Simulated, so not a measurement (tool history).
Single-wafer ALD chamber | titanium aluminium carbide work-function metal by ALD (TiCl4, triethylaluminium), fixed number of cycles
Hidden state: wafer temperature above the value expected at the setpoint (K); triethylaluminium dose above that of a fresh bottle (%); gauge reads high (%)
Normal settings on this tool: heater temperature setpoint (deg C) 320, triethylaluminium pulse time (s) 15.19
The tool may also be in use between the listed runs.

run    hour  heater temperature setpoint (deg C)  triethylaluminium pulse time (s)  wafers since the last listed run  hours since the last thermocouple change  hours since the last triethylaluminium bottle change  hours since the showerhead was replaced  hours since the gauge calibration  read-back reference wafer on the same gauge, thickness_nm  mean film thickness on the monitor wafer (Å)
  1     0.0                                  320                             15.19                                 0                                     336.4                                                 965.3                                   5184.3                              128.3                                                      2.209                                         21.91
  2    90.8                                  320                             15.19                              1114                                     427.2                                                1056.1                                   5275.1                              219.1                                                      2.212                                         21.97
  3   164.4                                  330                             15.19                               903                                     500.8                                                1129.7                                   5348.7                              292.7                                                      2.208                                         22.53
  4   268.4                                  320                             19.14                              1276                                     604.8                                                1233.7                                   5452.7                              396.7                                                      2.208                                         21.99
  5   348.5                                  320                             19.14                               983                                     684.9                                                1313.8                                   5532.8                              476.8                                                      2.207                                         22.01
  6   413.5                                  320                             19.14                               797                                     749.9                                                1378.8                                   5597.8                              541.8                                                      2.209                                         22.13
  7   460.8                                  320                             18.77                               580                                     797.2                                                1426.1                                   5645.1                              589.1                                                      2.213                                         22.01
  8   517.4                                  320                             18.77                               694                                     853.8                                                1482.7                                   5701.7                              645.7                                                      2.210                                         22.07
  9   604.4                                  328                             15.19                              1067                                     940.8                                                1569.7                                   5788.7                              732.7                                                      2.211                                         22.61
 10   706.2                                  328                             15.19                              1249                                    1042.6                                                1671.5                                   5890.5                              834.5                                                      2.213                                         22.63
 11   768.8                                  328                             15.19                               768                                    1105.2                                                1734.1                                   5953.1                              897.1                                                      2.212                                         22.39
 12   820.6                                  328                             17.55                               635                                    1157.0                                                1785.9                                   6004.9                              948.9                                                      2.209                                         22.48
      893.5  -- showerhead replaced
 13   907.6                                  335                             15.19                               969                                    1244.0                                                1872.9                                     14.1                             1035.9                                                      2.208                                         23.23
      961.6  -- gauge calibrated
 14  1011.2                                  330                             15.19                              1271                                    1347.6                                                1976.5                                    117.7                               49.6                                                      2.209                                         22.80
 15  1099.8                                  326                             11.89                              1087                                    1436.2                                                2065.1                                    206.3                              138.2                                                      2.209                                         22.20
     1124.1  -- triethylaluminium bottle replaced
 16  1143.3                                  311                              9.13                               435                                    1479.7                                                  19.2                                    249.8                              181.7                                                      2.210                                         20.85
 17  1247.8                                  335                             19.37                              1282                                    1584.2                                                 123.7                                    354.3                              286.2                                                      2.208                                         23.06
 18  1308.5                                  316                             16.74                               745                                    1644.9                                                 184.4                                    415.0                              346.9                                                      2.210                                         21.72
     1345.6  -- thermocouple changed; heater temperature recalibrated
 19  1409.9                                  320                             13.57                              1146                                      64.3                                                 285.8                                    516.4                              448.3                                                      2.211                                         21.82
 20  1470.6                                  334                             20.88                               745                                     125.0                                                 346.5                                    577.1                              509.0                                                      2.211                                         23.18
 21  1512.9                                  320                             15.19                               519                                     167.3                                                 388.8                                    619.4                              551.3                                                      2.209                                         21.97
 22  1553.3                                  320                             20.59                               495                                     207.7                                                 429.2                                    659.8                              591.7                                                      2.209                                         22.18
 23  1594.4                                  314                             15.19                               504                                     248.8                                                 470.3                                    700.9                              632.8                                                      2.210                                         21.43
 24  1674.3                                  313                             15.19                               980                                     328.7                                                 550.2                                    780.8                              712.7                                                      2.210                                         21.58
 25  1744.9                                  316                             16.74                               866                                     399.3                                                 620.8                                    851.4                              783.3                                                      2.211                                         21.76

Consider 5 possible next runs. They are alternatives, not a sequence: every one starts from the tool as it was left by run 25. What does each give?
  A  1745.3                                  320                             15.19                                 4                                     399.7                                                 621.2                                    851.8                              783.7                                                          ?                                             ?
  B  1745.3                                  327                             17.31                                 4                                     399.7                                                 621.2                                    851.8                              783.7                                                          ?                                             ?
  C  1745.3                                  330                             10.27                                 4                                     399.7                                                 621.2                                    851.8                              783.7                                                          ?                                             ?
  D  1745.3                                  306                              9.64                                 4                                     399.7                                                 621.2                                    851.8                              783.7                                                          ?                                             ?
  E  1745.3                                  335                             18.19                                 4                                     399.7                                                 621.2                                    851.8                              783.7                                                          ?                                             ?

run  read-back reference wafer on the same gauge, thickness_nm  mean film thickness on the monitor wafer (Å)
  A                                                      2.210                                         22.08
  B                                                      2.210                                         22.69
  C                                                      2.210                                         22.52
  D                                                      2.210                                         20.58
  E                                                      2.210                                         23.34
With the hidden condition removed and each run's random variation left untouched, the same runs would have given:
run  mean film thickness on the monitor wafer (Å)
  A                                         22.08
  B                                         22.69
  C                                         22.52
  D                                         20.58
  E                                         23.34

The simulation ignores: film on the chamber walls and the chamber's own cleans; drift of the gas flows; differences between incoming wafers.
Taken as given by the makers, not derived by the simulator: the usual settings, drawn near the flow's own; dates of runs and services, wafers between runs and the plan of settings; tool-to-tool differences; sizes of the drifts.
